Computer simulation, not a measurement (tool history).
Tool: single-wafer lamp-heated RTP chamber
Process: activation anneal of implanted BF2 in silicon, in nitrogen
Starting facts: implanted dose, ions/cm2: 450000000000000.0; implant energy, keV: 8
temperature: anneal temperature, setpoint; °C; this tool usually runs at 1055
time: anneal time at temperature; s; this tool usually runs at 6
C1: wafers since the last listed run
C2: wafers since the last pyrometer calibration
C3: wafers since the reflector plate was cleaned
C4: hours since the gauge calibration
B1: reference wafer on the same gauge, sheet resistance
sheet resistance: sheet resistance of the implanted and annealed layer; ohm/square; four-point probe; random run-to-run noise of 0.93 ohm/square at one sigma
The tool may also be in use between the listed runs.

Run 1, hour 0: usual settings; C1 0; C2 8787; C3 6799; C4 346.2; B1 301.92. Result: sheet resistance 314.57 ohm/square.
At hour 8.2: pyrometer window cleaned and pyrometer calibrated.
Run 2, hour 61.6: usual settings; C1 677; C2 674; C3 7477; C4 407.8; B1 302.19. Result: sheet resistance 314.43 ohm/square.
Run 3, hour 122.8: usual settings; C1 773; C2 1448; C3 8251; C4 469; B1 302.06. Result: sheet resistance 313.55 ohm/square.
Run 4, hour 172.7: usual settings; C1 631; C2 2079; C3 8882; C4 518.9; B1 301.99. Result: sheet resistance 313.57 ohm/square.
Run 5, hour 222.2: usual settings; C1 625; C2 2705; C3 9508; C4 568.4; B1 302.07. Result: sheet resistance 313.71 ohm/square.
Run 6, hour 293.2: usual settings; C1 897; C2 3603; C3 10406; C4 639.4; B1 302.08. Result: sheet resistance 313.01 ohm/square.
Run 7, hour 359.2: usual settings; C1 834; C2 4438; C3 11240; C4 705.4; B1 301.96. Result: sheet resistance 312.29 ohm/square.
Run 8, hour 461.4: usual settings but time 8 s; C1 1292; C2 5730; C3 12533; C4 807.6; B1 301.92. Result: sheet resistance 303.92 ohm/square.
Run 9, hour 522.9: usual settings but time 8 s; C1 777; C2 6508; C3 13311; C4 869.1; B1 301.96. Result: sheet resistance 301.36 ohm/square.
At hour 543.7: reflector plate cleaned.
At hour 604.1: gauge calibrated.
Run 10, hour 723.7: usual settings but time 8 s; C1 2438; C2 8946; C3 2276; C4 119.6; B1 302.18. Result: sheet resistance 308.78 ohm/square.
Run 11, hour 763.7: usual settings but time 5 s; C1 505; C2 9452; C3 2782; C4 159.6; B1 302.03. Result: sheet resistance 321.33 ohm/square.
At hour 789.9: pyrometer window cleaned and pyrometer calibrated.
Run 12, hour 812.2: usual settings but temperature 1076 °C, time 7 s; C1 512; C2 281; C3 3294; C4 208.1; B1 302.01. Result: sheet resistance 291.25 ohm/square.
Run 13, hour 858.8: usual settings; C1 589; C2 871; C3 3884; C4 254.7; B1 302.2. Result: sheet resistance 315.18 ohm/square.
Run 14, hour 923.5: usual settings; C1 818; C2 1689; C3 4702; C4 319.4; B1 301.88. Result: sheet resistance 317.54 ohm/square.
Run 15, hour 971.4: usual settings but temperature 1080 °C, time 9 s; C1 605; C2 2294; C3 5307; C4 367.3; B1 302.08. Result: sheet resistance 276.98 ohm/square.
Run 16, hour 1024.3: usual settings; C1 668; C2 2963; C3 5976; C4 420.2; B1 302.11. Result: sheet resistance 315.65 ohm/square.
Run 17, hour 1093.4: usual settings but temperature 1081 °C; C1 873; C2 3837; C3 6850; C4 489.3; B1 302. Result: sheet resistance 289.61 ohm/square.
Run 18, hour 1165.2: usual settings but temperature 1046 °C, time 7 s; C1 908; C2 4745; C3 7758; C4 561.1; B1 302.09. Result: sheet resistance 319.99 ohm/square.
Run 19, hour 1212.4: usual settings but time 3 s; C1 596; C2 5342; C3 8355; C4 608.3; B1 302.06. Result: sheet resistance 332.1 ohm/square.
Run 20, hour 1276.6: usual settings but temperature 1065 °C; C1 811; C2 6154; C3 9167; C4 672.5; B1 302.12. Result: sheet resistance 303.62 ohm/square.
Run 21, hour 1327.3: usual settings; C1 641; C2 6795; C3 9808; C4 723.2; B1 301.94. Result: sheet resistance 312.57 ohm/square.
Run 22, hour 1384.7: usual settings but temperature 1076 °C; C1 725; C2 7521; C3 10534; C4 780.6; B1 301.96. Result: sheet resistance 290.78 ohm/square.

What if the next run were any one of these 3? Each begins from the tool's condition after run 22:
Run A, hour 1385.1: usual settings; C1 5; C2 7526; C3 10539; C4 781; B1 ?. Result: sheet resistance ?.
Run B, hour 1385.1: usual settings but temperature 1041 °C, time 4 s; C1 5; C2 7526; C3 10539; C4 781; B1 ?. Result: sheet resistance ?.
Run C, hour 1385.1: usual settings but temperature 1026 °C, time 5 s; C1 5; C2 7526; C3 10539; C4 781; B1 ?. Result: sheet resistance ?.

run      B1  sheet resistance
  A  302.06            313.44
  B  302.06            337.87
  C  302.06             348.2
Without the tool's unlogged condition, the same runs would have read:
run  sheet resistance
  A            319.57
  B             344.2
  C            355.51
